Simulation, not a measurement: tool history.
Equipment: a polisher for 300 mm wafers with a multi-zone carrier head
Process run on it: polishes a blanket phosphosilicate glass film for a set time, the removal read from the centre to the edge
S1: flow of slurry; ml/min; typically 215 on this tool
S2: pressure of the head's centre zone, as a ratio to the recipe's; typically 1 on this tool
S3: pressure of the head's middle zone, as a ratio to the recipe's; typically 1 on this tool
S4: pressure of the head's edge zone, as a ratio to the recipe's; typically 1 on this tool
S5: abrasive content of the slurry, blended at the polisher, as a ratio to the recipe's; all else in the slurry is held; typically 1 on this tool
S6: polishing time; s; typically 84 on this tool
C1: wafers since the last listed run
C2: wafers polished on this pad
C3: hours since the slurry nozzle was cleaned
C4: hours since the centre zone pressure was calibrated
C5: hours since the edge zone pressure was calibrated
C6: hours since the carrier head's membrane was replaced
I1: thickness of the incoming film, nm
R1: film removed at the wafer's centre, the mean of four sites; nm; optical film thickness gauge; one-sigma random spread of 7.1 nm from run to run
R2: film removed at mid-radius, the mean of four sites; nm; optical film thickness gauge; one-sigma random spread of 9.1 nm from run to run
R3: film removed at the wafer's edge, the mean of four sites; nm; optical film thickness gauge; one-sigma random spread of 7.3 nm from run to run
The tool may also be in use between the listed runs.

| run | hour | S1 | S2 | S3 | S4 | S5 | S6 | C1 | C2 | C3 | C4 | C5 | C6 | I1 | R1 | R2 | R3 |
|---|---|---|---|---|---|---|---|---|---|---|---|---|---|---|---|---|---|
| 1 | 0 | 215 | 1 | 1 | 1 | 1 | 84 | 0 | 1086 | 312.5 | 154.8 | 205.1 | 92.3 | 4159.8 | 680.6 | 670.6 | 688.1 |
| 2 | 40 | 215 | 1 | 1 | 1 | 1 | 84 | 213 | 1300 | 352.5 | 194.8 | 245.1 | 132.3 | 4151 | 686.5 | 650.8 | 694.9 |
|  | 79.3 | worn pad replaced by a new one |
| 3 | 133.4 | 215 | 1 | 1 | 1 | 1 | 84 | 477 | 289 | 445.9 | 288.2 | 338.5 | 225.7 | 4224.3 | 703.2 | 672.6 | 709.6 |
|  | 172.1 | edge zone pressure recalibrated |
| 4 | 220.6 | 215 | 1 | 1 | 1 | 1 | 84 | 455 | 744 | 533.1 | 375.4 | 48.5 | 312.9 | 4133.3 | 696.7 | 656.1 | 701.2 |
|  | 228.5 | slurry nozzle cleaned |
| 5 | 271.3 | 215 | 1 | 1 | 1.06 | 1.2 | 84 | 265 | 1010 | 42.8 | 426.1 | 99.2 | 363.6 | 4137.3 | 740.4 | 719 | 743.7 |
| 6 | 324.6 | 215 | 1 | 1 | 1 | 1.2 | 84 | 284 | 1295 | 96.1 | 479.4 | 152.5 | 416.9 | 4260.9 | 744.6 | 719.8 | 731 |
|  | 360.3 | worn pad replaced by a new one |
| 7 | 402.8 | 185 | 1 | 1 | 1 | 1 | 84 | 396 | 226 | 174.3 | 557.6 | 230.7 | 495.1 | 4223.6 | 713.8 | 670.3 | 702.3 |
| 8 | 471.6 | 185 | 1 | 1 | 1 | 1 | 84 | 367 | 594 | 243.1 | 626.4 | 299.5 | 563.9 | 4146.3 | 690.5 | 654.6 | 683.2 |
| 9 | 533.3 | 185 | 1 | 1 | 1 | 1 | 84 | 329 | 924 | 304.8 | 688.1 | 361.2 | 625.6 | 4205.2 | 676.8 | 661.2 | 672.2 |
|  | 593.3 | edge zone pressure recalibrated |
|  | 614.3 | centre zone pressure recalibrated |
|  | 618.9 | worn pad replaced by a new one |
| 10 | 623.2 | 215 | 1 | 1.04 | 1 | 1 | 56 | 437 | 23 | 394.7 | 8.9 | 29.9 | 715.5 | 4117.7 | 468.7 | 467 | 474.1 |
| 11 | 701.2 | 215 | 1.06 | 1 | 1 | 1 | 84 | 416 | 439 | 472.7 | 86.9 | 107.9 | 793.5 | 4165.1 | 734.9 | 685.2 | 709.1 |
| 12 | 737.8 | 175 | 0.95 | 0.88 | 1 | 1 | 84 | 195 | 635 | 509.3 | 123.5 | 144.5 | 830.1 | 4200.6 | 628.5 | 624.8 | 683.2 |
| 13 | 817.6 | 215 | 1 | 1 | 1 | 1 | 84 | 426 | 1062 | 589.1 | 203.3 | 224.3 | 909.9 | 4093.6 | 688.7 | 651 | 692 |
|  | 842.3 | worn pad replaced by a new one |
|  | 878.1 | slurry nozzle cleaned |
| 14 | 896.3 | 215 | 0.91 | 0.94 | 0.94 | 1 | 84 | 393 | 283 | 18.2 | 282 | 303 | 988.6 | 4135.4 | 638 | 644.4 | 679.6 |
|  | 951.2 | carrier head's membrane replaced by a new one |
| 15 | 981.9 | 240 | 1 | 1 | 0.94 | 1.1 | 84 | 430 | 714 | 103.8 | 367.6 | 388.6 | 30.7 | 4177.2 | 739.6 | 696.2 | 703.8 |
|  | 1013 | edge zone pressure recalibrated |
|  | 1076.3 | worn pad replaced by a new one |
| 16 | 1081.9 | 215 | 1 | 1 | 1 | 1 | 84 | 502 | 30 | 203.8 | 467.6 | 68.9 | 130.7 | 4168.6 | 739.6 | 691.4 | 723.3 |
| 17 | 1120.9 | 215 | 1 | 1 | 0.92 | 1.2 | 84 | 208 | 238 | 242.8 | 506.6 | 107.9 | 169.7 | 4248.6 | 784.1 | 732.9 | 717.6 |
| 18 | 1200.8 | 155 | 1 | 0.91 | 0.97 | 1 | 84 | 427 | 665 | 322.7 | 586.5 | 187.8 | 249.6 | 4133.5 | 659.2 | 596.7 | 672.2 |

What the log doesn't show, run by run:
slurry flow missing at the pad, %: 0 across all the runs
deviation of the edge zone's pressure from its setpoint, %: 0 across all the runs
H1: removal rate lost through wear of the pad, %
H2: deviation of the centre zone's pressure from its setpoint, %
| run | H1 | H2 |
|---|---|---|
| 1 | 4.38 | 0.43 |
| 2 | 4.51 | 0.718 |
| 3 | 2.49 | 1.39 |
| 4 | 3.93 | 2.02 |
| 5 | 4.3 | 2.38 |
| 6 | 4.5 | 2.76 |
| 7 | 1.78 | 3.33 |
| 8 | 3.21 | 3.82 |
| 9 | 3.81 | 4.27 |
| 10 | 0.513 | 0.283 |
| 11 | 2.95 | 0.844 |
| 12 | 3.51 | 1.11 |
| 13 | 4.15 | 1.68 |
| 14 | 3.01 | 2.25 |
| 15 | 4.44 | 2.86 |
| 16 | 0.434 | 3.58 |
| 17 | 1.9 | 3.86 |
| 18 | 3.44 | 4.44 |

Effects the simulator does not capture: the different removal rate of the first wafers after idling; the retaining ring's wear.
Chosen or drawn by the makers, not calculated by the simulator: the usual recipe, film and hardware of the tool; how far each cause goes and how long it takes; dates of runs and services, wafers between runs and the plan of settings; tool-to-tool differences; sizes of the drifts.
